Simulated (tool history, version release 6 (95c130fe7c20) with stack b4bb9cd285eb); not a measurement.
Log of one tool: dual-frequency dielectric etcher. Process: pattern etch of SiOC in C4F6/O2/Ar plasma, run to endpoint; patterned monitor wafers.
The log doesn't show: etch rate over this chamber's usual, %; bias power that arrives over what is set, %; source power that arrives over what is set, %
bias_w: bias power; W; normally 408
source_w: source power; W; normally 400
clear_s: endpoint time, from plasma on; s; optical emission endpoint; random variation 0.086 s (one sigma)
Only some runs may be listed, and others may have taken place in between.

| run | hour | bias_w | source_w | wafers since the last listed run | hours since the last wet clean | hours since the last bias power generator calibration | hours since the last source power generator calibration | hours since the last upper electrode change | incoming incoming film thickness, nm | clear_s |
|---|---|---|---|---|---|---|---|---|---|---|
| 1 | 0 | 408 | 400 | 0 | 277 | 2804.2 | 2077.2 | 2623.8 | 45.16 | 16.7 |
|  | 57.8 | source power generator calibrated |
| 2 | 97.6 | 408 | 400 | 1310 | 374.6 | 2901.8 | 39.8 | 2721.4 | 45.2 | 16.8 |
| 3 | 202.9 | 408 | 400 | 1474 | 479.9 | 3007.1 | 145.1 | 2826.7 | 45.07 | 16.7 |
| 4 | 283.9 | 466 | 400 | 1134 | 560.9 | 3088.1 | 226.1 | 2907.7 | 45.26 | 15.7 |
|  | 351.6 | wet clean of the chamber |
| 5 | 375.9 | 408 | 430 | 952 | 24.3 | 3180.1 | 318.1 | 2999.7 | 44.6 | 16 |
| 6 | 472.9 | 408 | 430 | 1358 | 121.3 | 3277.1 | 415.1 | 3096.7 | 45.28 | 16.2 |
| 7 | 579.5 | 408 | 430 | 1492 | 227.9 | 3383.7 | 521.7 | 3203.3 | 45.14 | 16 |
| 8 | 637.7 | 459 | 400 | 815 | 286.1 | 3441.9 | 579.9 | 3261.5 | 44.98 | 15.6 |
| 9 | 741.9 | 459 | 400 | 1459 | 390.3 | 3546.1 | 684.1 | 3365.7 | 45.13 | 15.6 |
| 10 | 786.9 | 408 | 400 | 630 | 435.3 | 3591.1 | 729.1 | 3410.7 | 45 | 16.6 |
| 11 | 841.1 | 408 | 480 | 759 | 489.5 | 3645.3 | 783.3 | 3464.9 | 44.96 | 15.4 |
| 12 | 910.7 | 408 | 480 | 974 | 559.1 | 3714.9 | 852.9 | 3534.5 | 45.75 | 15.6 |
| 13 | 995.8 | 408 | 480 | 1191 | 644.2 | 3800 | 938 | 3619.6 | 45.35 | 15.6 |
|  | 1097.1 | wet clean of the chamber |
| 14 | 1097.6 | 408 | 400 | 1089 | 0.5 | 3901.8 | 1039.8 | 3721.4 | 45.46 | 16.9 |
| 15 | 1137.5 | 364 | 480 | 558 | 40.4 | 3941.7 | 1079.7 | 3761.3 | 44.65 | 16.3 |
| 16 | 1208.2 | 364 | 480 | 990 | 111.1 | 4012.4 | 1150.4 | 3832 | 44.91 | 16.3 |
| 17 | 1296.2 | 408 | 320 | 1232 | 199.1 | 4100.4 | 1238.4 | 3920 | 45.27 | 18.6 |
| 18 | 1360.7 | 359 | 450 | 903 | 263.6 | 4164.9 | 1302.9 | 3984.5 | 45.13 | 16.9 |
|  | 1447.3 | bias power generator calibrated |
| 19 | 1461 | 462 | 360 | 1348 | 363.9 | 13.7 | 1403.2 | 4084.8 | 45.14 | 16.5 |
| 20 | 1531.8 | 313 | 480 | 991 | 434.7 | 84.5 | 1474 | 4155.6 | 44.58 | 17.8 |
| 21 | 1603.1 | 437 | 400 | 998 | 506 | 155.8 | 1545.3 | 4226.9 | 44.38 | 15.9 |
| 22 | 1686.1 | 335 | 400 | 1162 | 589 | 238.8 | 1628.3 | 4309.9 | 45.66 | 18.9 |
|  | 1696.1 | source power generator calibrated |
|  | 1880.6 | upper electrode replaced |
|  | 1903.1 | wet clean of the chamber |
| 23 | 1903.6 | 462 | 360 | 2338 | 0.5 | 456.3 | 207.5 | 23 | 44.71 | 16.3 |
| 24 | 2182.6 | 478 | 440 | 3907 | 279.5 | 735.3 | 486.5 | 302 | 45.27 | 14.8 |
| 25 | 2278 | 408 | 400 | 1336 | 374.9 | 830.7 | 581.9 | 397.4 | 44.9 | 16.5 |
| 26 | 2435.2 | 408 | 400 | 2201 | 532.1 | 987.9 | 739.1 | 554.6 | 45.09 | 16.7 |
| 27 | 2525.9 | 336 | 400 | 1270 | 622.8 | 1078.6 | 829.8 | 645.3 | 45.01 | 18.6 |
|  | 2595.8 | wet clean of the chamber |
| 28 | 2596.3 | 334 | 490 | 649 | 0.5 | 1149 | 900.2 | 715.7 | 44.81 | 17.1 |
| 29 | 2657.6 | 333 | 320 | 858 | 61.8 | 1210.3 | 961.5 | 777 | 44.99 | 20.7 |
| 30 | 2704.6 | 408 | 490 | 658 | 108.8 | 1257.3 | 1008.5 | 824 | 45.22 | 15.4 |
| 31 | 2873.7 | 408 | 400 | 2368 | 277.9 | 1426.4 | 1177.6 | 993.1 | 45.36 | 17 |
| 32 | 2929.3 | 408 | 500 | 778 | 333.5 | 1482 | 1233.2 | 1048.7 | 44.78 | 15 |
| 33 | 3027.7 | 329 | 400 | 1378 | 431.9 | 1580.4 | 1331.6 | 1147.1 | 45.3 | 19.1 |
| 34 | 3090.3 | 454 | 310 | 876 | 494.5 | 1643 | 1394.2 | 1209.7 | 44.83 | 17.6 |
| 35 | 3188.2 | 364 | 400 | 1371 | 592.4 | 1740.9 | 1492.1 | 1307.6 | 45.19 | 17.9 |
| 36 | 3288.5 | 442 | 460 | 1404 | 692.7 | 1841.2 | 1592.4 | 1407.9 | 45.22 | 15 |

Entry by entry between the runs, the difference in hidden state between the last listed run before and the first listed run after:
Runs 1 to 2: source power generator calibrated (hour 57.8)
  nothing in the hidden state changes from one run to the other
Runs 4 to 5: wet clean of the chamber (hour 351.6)
  nothing in the hidden state changes from one run to the other
Runs 13 to 14: wet clean of the chamber (hour 1097.1)
  nothing in the hidden state changes from one run to the other
Runs 18 to 19: bias power generator calibrated (hour 1447.3)
  nothing in the hidden state changes from one run to the other
Runs 22 to 23: source power generator calibrated (hour 1696.1); upper electrode replaced (hour 1880.6); wet clean of the chamber (hour 1903.1)
  nothing in the hidden state changes from one run to the other
Runs 27 to 28: wet clean of the chamber (hour 2595.8)
  nothing in the hidden state changes from one run to the other

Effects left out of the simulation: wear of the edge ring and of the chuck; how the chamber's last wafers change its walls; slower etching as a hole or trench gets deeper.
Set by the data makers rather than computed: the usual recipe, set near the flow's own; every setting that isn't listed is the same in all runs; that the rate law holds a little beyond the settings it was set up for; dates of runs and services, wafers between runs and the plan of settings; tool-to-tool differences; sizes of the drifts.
